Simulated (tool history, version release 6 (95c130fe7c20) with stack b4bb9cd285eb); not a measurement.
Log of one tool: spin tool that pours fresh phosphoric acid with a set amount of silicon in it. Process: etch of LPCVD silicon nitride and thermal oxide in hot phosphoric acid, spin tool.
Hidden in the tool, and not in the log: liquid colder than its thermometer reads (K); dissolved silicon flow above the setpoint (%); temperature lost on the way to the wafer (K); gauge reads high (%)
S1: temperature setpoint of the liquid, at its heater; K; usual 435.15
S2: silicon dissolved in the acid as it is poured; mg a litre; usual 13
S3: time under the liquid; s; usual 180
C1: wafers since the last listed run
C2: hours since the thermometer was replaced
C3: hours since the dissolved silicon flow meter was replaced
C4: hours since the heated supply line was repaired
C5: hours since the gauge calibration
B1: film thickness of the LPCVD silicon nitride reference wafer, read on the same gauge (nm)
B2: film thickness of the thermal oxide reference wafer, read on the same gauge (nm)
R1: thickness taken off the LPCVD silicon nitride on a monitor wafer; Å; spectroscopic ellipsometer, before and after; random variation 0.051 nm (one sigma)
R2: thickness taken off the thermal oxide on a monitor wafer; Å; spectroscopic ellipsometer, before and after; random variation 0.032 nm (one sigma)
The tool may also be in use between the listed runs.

run    hour      S1    S2   S3   C1      C2      C3      C4      C5     B1       B2     R1    R2
  1       0  435.15    13  180    0   884.8    1043   489.2    79.9     60  100.003  149.5   4.4
  2    67.9  435.15   3.5  180  565   952.7  1110.9   557.1   147.8  59.99   99.978    150  4.89
  3   129.5  435.15    13  140  513  1014.3  1172.5   618.7   209.4  60.05  100.031  115.7  3.65
  4   173.3  433.65    13  280  364  1058.1  1216.3   662.5   253.2  60.04    99.96  220.2  5.43
  5   264.2  436.15    10  275  757    1149  1307.2   753.4   344.1  59.95   99.995  235.8  6.61
  6   320.7  437.65   9.5  180  470  1205.5  1363.7   809.9   400.6     60   99.977  161.1  6.42
  7   381.8  435.15   6.5  140  509  1266.6  1424.8     871   461.7     60   100.05  115.5  3.63
  8   449.3  435.15    13  145  562  1334.1  1492.3   938.5   529.2  59.98   100.06    119  3.55
  9   508.1  435.15     6  180  489  1392.9  1551.1   997.3     588  60.01  100.025  147.9   4.2
 10   606.7  432.65   4.5  220  821  1491.5  1649.7  1095.9   686.6  60.01   99.996  165.8  4.93
 11   675.5  437.15   8.5  180  573  1560.3  1718.5  1164.7   755.4     60  100.013  158.2  4.81
 12   726.4  435.15    13  180  424  1611.2  1769.4  1215.6   806.3     60   99.969  146.9  3.97
 13     788  437.15    17  260  513  1672.8    1831  1277.2   867.9  60.02  100.009  227.5  5.96
 14   839.8  432.15    13  270  431  1724.6  1882.8    1329   919.7     60  100.014  199.4  4.69
 15   924.1  435.15    13  180  702  1808.9  1967.1  1413.3    1004  59.99   99.992  146.8  4.08
 16   980.5  434.15    23  250  469  1865.3  2023.5  1469.7  1060.4     60   99.991  196.2  4.47
     1041.5  -- heated supply line repaired
 17  1081.9  438.15    17  180  836  1966.7  2124.9    40.4  1161.8  60.02   100.06  165.8  4.98
 18  1144.6  433.15    20  180  522  2029.4  2187.6   103.1  1224.5  59.98  100.009  139.7  2.86
 19  1237.8  435.15  17.5  180  776  2122.6  2280.8   196.3  1317.7  59.97  100.038  149.5  3.75
 20  1276.4  435.15     5   80  321  2161.2  2319.4   234.9  1356.3  60.01    99.99   66.6  2.45
 21  1365.1  435.15    13  180  739  2249.9  2408.1   323.6    1445  59.98  100.013  149.9  3.97

Forecast each of these 5 alternatives for the next run:
  A  1365.6  435.15   13  110   4  2250.4  2408.6  324.1  1445.5   ?   ?   ?   ?
  B  1365.6  437.65   13  285   4  2250.4  2408.6  324.1  1445.5   ?   ?   ?   ?
  C  1365.6  433.65  3.5  180   4  2250.4  2408.6  324.1  1445.5   ?   ?   ?   ?
  D  1365.6  436.65   13  180   4  2250.4  2408.6  324.1  1445.5   ?   ?   ?   ?
  E  1365.6  433.15    4  110   4  2250.4  2408.6  324.1  1445.5   ?   ?   ?   ?

run  B1      B2     R1    R2
  A  60  99.983   91.5  2.57
  B  60  99.983  257.5  8.01
  C  60  99.983  142.4  4.62
  D  60  99.983  157.3   4.7
  E  60  99.983   85.6   2.7
Without the tool's hidden state the same runs would have given:
run     R1    R2
  A   92.2  2.62
  B  259.4  8.14
  C  143.5   4.7
  D  158.5  4.78
  E   86.2  2.74
